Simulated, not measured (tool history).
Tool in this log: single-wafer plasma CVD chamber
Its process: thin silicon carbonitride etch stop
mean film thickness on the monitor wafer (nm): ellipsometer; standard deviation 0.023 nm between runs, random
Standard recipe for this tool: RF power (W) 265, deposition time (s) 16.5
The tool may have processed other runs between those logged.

run,hour,RF power (W),deposition time (s),wafers since the last listed run,hours since the last thermocouple change,hours since the last RF generator calibration,hours since the showerhead was replaced,hours since the gauge calibration,"read-back reference wafer on the same gauge, thickness_nm",mean film thickness on the monitor wafer (nm)
1,0,265,16.5,0,2874.1,592.3,3025.3,34.6,11.401,10.041
2,29,265,16.5,504,2903.1,621.3,3054.3,63.6,11.404,10.035
3,52.3,265,16.5,405,2926.4,644.6,3077.6,86.9,11.386,10.016
4,84.4,265,16.5,558,2958.5,676.7,3109.7,119,11.388,10.022
5,114.3,265,16.5,520,2988.4,706.6,3139.6,148.9,11.401,9.977
6,147.7,265,16.5,581,3021.8,740,3173,182.3,11.397,9.983
7,173.6,300,19.1,450,3047.7,765.9,3198.9,208.2,11.402,11.857
8,201.1,300,19.1,478,3075.2,793.4,3226.4,235.7,11.405,11.944
9,235,265,16.5,590,3109.1,827.3,3260.3,269.6,11.409,9.978
10,250.8,265,16.5,275,3124.9,843.1,3276.1,285.4,11.392,9.977
# hour 284.5: showerhead replaced, of another model than before
11,315.2,265,16.5,982,3189.3,907.5,30.7,349.8,11.418,10.08
# hour 345.3: thermocouple changed; heater temperature recalibrated
12,345.8,265,16.5,393,0.5,938.1,61.3,380.4,11.402,10.069
13,360.2,300,16.5,250,14.9,952.5,75.7,394.8,11.406,10.168
14,388.2,265,14.5,487,42.9,980.5,103.7,422.8,11.396,8.83
15,416.4,295,14.6,491,71.1,1008.7,131.9,451,11.398,9.005
16,435,265,16.5,323,89.7,1027.3,150.5,469.6,11.402,10.053
17,463.7,265,16.5,499,118.4,1056,179.2,498.3,11.397,10.042
18,496.5,245,19.6,571,151.2,1088.8,212,531.1,11.404,11.801
# hour 506.1: RF generator calibrated
19,516,265,16.5,200,170.7,9.9,231.5,550.6,11.385,10.117
# hour 548.5: gauge calibrated
20,548.6,310,15.6,567,203.3,42.5,264.1,0.1,11.406,9.759
21,565.4,220,13.5,292,220.1,59.3,280.9,16.9,11.417,8.114
22,591.4,265,16.5,452,246.1,85.3,306.9,42.9,11.398,10.122
23,606.6,245,19.6,264,261.3,100.5,322.1,58.1,11.402,11.913
24,622.4,265,16.5,275,277.1,116.3,337.9,73.9,11.404,10.12
25,639.4,250,15.2,295,294.1,133.3,354.9,90.9,11.393,9.262
26,674.6,300,19.7,612,329.3,168.5,390.1,126.1,11.402,12.292
27,693,265,14.9,320,347.7,186.9,408.5,144.5,11.404,9.178
28,706.3,265,14.7,231,361,200.2,421.8,157.8,11.402,8.963
29,767.8,240,16.5,1070,422.5,261.7,483.3,219.3,11.406,9.988

Entry by entry between the runs, the difference in hidden state between the last listed run before and the first listed run after:
In the gap between runs 10 and 11: showerhead replaced, of another model than before (hour 284.5)
  delivered RF power above the setpoint (%): -6.26 -> -6.68
  measured less the result without the state, mean film thickness on the monitor wafer (nm): -0.142 -> -0.081
In the gap between runs 11 and 12: thermocouple changed; heater temperature recalibrated (hour 345.3)
  delivered RF power above the setpoint (%): -6.68 -> -6.88
  measured less the result without the state, mean film thickness on the monitor wafer (nm): -0.081 -> -0.083
In the gap between runs 18 and 19: RF generator calibrated (hour 506.1)
  delivered RF power above the setpoint (%): -7.85 -> -0.371
  measured less the result without the state, mean film thickness on the monitor wafer (nm): -0.111 -> -0.004
In the gap between runs 19 and 20: gauge calibrated (hour 548.5)
  delivered RF power above the setpoint (%): -0.371 -> -0.583
  measured less the result without the state, mean film thickness on the monitor wafer (nm): -0.004 -> -0.007

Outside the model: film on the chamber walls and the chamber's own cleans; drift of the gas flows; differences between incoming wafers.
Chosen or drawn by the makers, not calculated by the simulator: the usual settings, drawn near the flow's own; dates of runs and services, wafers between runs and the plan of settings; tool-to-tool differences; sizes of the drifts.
